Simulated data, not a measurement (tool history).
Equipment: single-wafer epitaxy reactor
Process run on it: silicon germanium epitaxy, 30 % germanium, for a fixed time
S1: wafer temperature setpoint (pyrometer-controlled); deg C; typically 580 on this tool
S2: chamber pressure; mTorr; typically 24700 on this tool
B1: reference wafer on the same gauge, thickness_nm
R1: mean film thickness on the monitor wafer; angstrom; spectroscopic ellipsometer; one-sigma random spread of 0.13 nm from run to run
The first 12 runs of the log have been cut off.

run   hour   S1     S2      B1      R1
 13  347.3  580  24700  40.064  455.68
     366.3  -- pyrometer calibrated
 14  393.6  580  24700  40.070  463.91
     403.9  -- showerhead replaced
 15  406.5  580  24700  40.103  464.40
 16  432.9  584  24700  40.093  505.68
 17  457.8  584  24700  40.102  506.25
     476.7  -- capacitance manometer re-zeroed and calibrated
 18  482.5  574  21900  40.091  386.14
 19  513.4  570  21700  40.134  350.07
 20  530.9  567  20200  40.096  318.74
     556.4  -- gauge calibrated
 21  562.5  586  24700  40.093  523.75
 22  594.2  570  20900  40.075  345.12
 23  691.1  580  24700  40.090  462.98
 24  715.4  586  21000  40.062  488.79

For run 25, what comes out?
 25  775.3  580  24700   ?   ?

Logged for run 25: B1 40.124, R1 460.43 angstrom.
Take away the tool's hidden state, keep the run-to-run variation as it was, and the same run would have given R1 461.13 angstrom.

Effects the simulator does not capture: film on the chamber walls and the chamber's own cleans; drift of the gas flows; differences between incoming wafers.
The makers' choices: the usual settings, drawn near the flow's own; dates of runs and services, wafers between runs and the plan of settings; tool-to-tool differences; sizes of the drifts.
